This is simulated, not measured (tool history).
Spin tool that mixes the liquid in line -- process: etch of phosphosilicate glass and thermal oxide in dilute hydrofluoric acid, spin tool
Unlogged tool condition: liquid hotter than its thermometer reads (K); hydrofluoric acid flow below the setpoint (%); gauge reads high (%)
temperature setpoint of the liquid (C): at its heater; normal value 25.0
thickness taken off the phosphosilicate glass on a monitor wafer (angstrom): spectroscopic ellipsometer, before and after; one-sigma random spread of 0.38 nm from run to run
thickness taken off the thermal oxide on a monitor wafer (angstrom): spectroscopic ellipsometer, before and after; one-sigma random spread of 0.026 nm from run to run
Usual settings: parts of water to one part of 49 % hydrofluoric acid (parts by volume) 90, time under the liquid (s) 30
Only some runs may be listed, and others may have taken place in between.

run,day,temperature setpoint of the liquid (C),parts of water to one part of 49 % hydrofluoric acid (parts by volume),time under the liquid (s),wafers since the last listed run,hours since the thermometer was replaced,hours since the hydrofluoric acid flow meter was replaced,hours since the gauge calibration,"read-back film thickness of the phosphosilicate glass reference wafer, read on the same gauge (nm)","read-back film thickness of the thermal oxide reference wafer, read on the same gauge (nm)",thickness taken off the phosphosilicate glass on a monitor wafer (angstrom),thickness taken off the thermal oxide on a monitor wafer (angstrom)
1,0.000,25.0,90,30,0,112.0,1040.0,2727.3,80.02,70.013,522.9,17.76
2,3.288,25.0,90,30,585,190.9,1118.9,2806.2,80.01,70.001,522.3,17.78
3,6.421,25.0,90,30,558,266.1,1194.1,2881.4,80.00,69.970,526.0,17.91
4,10.125,25.0,90,30,659,355.0,1283.0,2970.3,79.99,69.991,529.6,18.08
5,13.542,25.0,115,30,608,437.0,1365.0,3052.3,79.99,69.990,395.3,13.74
6,17.108,23.5,90,30,635,522.6,1450.6,3137.9,80.01,69.989,499.1,16.96
# day 18.042: thermometer replaced
7,20.175,25.0,90,30,538,51.2,1524.2,3211.5,80.00,69.998,514.1,17.35
8,22.304,28.5,90,30,379,102.3,1575.3,3262.6,79.99,69.955,589.6,20.52
9,25.258,25.0,90,30,526,173.2,1646.2,3333.5,80.00,70.001,516.0,17.69
10,28.812,25.0,90,25,633,258.5,1731.5,3418.8,80.00,69.977,435.6,15.25
11,31.038,25.0,90,30,396,311.9,1784.9,3472.2,79.99,70.008,517.6,17.92
12,34.692,23.0,90,40,650,399.6,1872.6,3559.9,80.02,70.014,652.7,22.13
13,36.400,21.5,70,20,304,440.6,1913.6,3600.9,80.00,69.986,406.7,13.64
# day 36.579: gauge calibrated
# day 38.342: hydrofluoric acid flow meter replaced
# day 40.412: thermometer replaced
14,40.908,25.0,90,30,788,11.9,61.6,103.9,80.01,70.017,514.9,17.39
15,43.892,25.0,90,30,531,83.5,133.2,175.5,80.00,70.015,518.3,17.55
16,46.333,25.0,90,35,434,142.1,191.8,234.1,80.01,70.009,600.9,20.71
17,50.258,27.0,130,15,699,236.3,286.0,328.3,80.00,70.011,186.3,6.51
18,63.133,25.0,90,30,2293,545.3,595.0,637.3,79.99,70.036,538.0,17.83
# day 64.467: thermometer replaced
19,65.158,25.0,90,30,353,16.6,643.6,685.9,79.99,69.985,505.6,17.35
20,68.658,20.0,90,45,623,100.6,727.6,769.9,80.00,69.993,629.0,22.07
21,72.304,20.5,75,25,649,188.1,815.1,857.4,80.01,69.996,440.5,15.30
22,80.771,25.0,60,30,1507,391.3,1018.3,1060.6,80.01,69.979,819.9,28.12
23,82.858,23.0,90,30,371,441.4,1068.4,1110.7,80.00,69.994,483.0,16.92
24,86.825,26.5,65,30,706,536.6,1163.6,1205.9,79.99,69.999,799.8,28.04
# day 90.458: thermometer replaced
25,91.004,29.5,90,35,736,13.1,1263.9,1306.2,80.00,69.972,712.0,24.23
26,94.258,20.5,90,30,579,91.2,1342.0,1384.3,80.00,69.969,427.0,14.52

Measured less the same run without the tool's hidden state. The same run-to-run variation is in both; the gauge's scatter may not be:
run,thickness taken off the phosphosilicate glass on a monitor wafer (angstrom),thickness taken off the thermal oxide on a monitor wafer (angstrom)
1,+4.3,+0.14
2,+7.2,+0.24
3,+9.6,+0.33
4,+12.8,+0.44
5,+11.4,+0.40
6,+17.6,+0.60
7,+2.5,+0.09
8,+4.5,+0.15
9,+6.4,+0.23
10,+7.9,+0.27
11,+11.1,+0.38
12,+18.1,+0.62
13,+12.7,+0.43
14,+0.6,+0.02
15,+3.0,+0.10
16,+5.9,+0.20
17,+2.9,+0.10
18,+19.1,+0.64
19,+1.0,+0.04
20,+4.9,+0.17
21,+6.2,+0.21
22,+22.3,+0.77
23,+14.5,+0.51
24,+28.7,+1.01
25,+2.4,+0.08
26,+3.9,+0.13
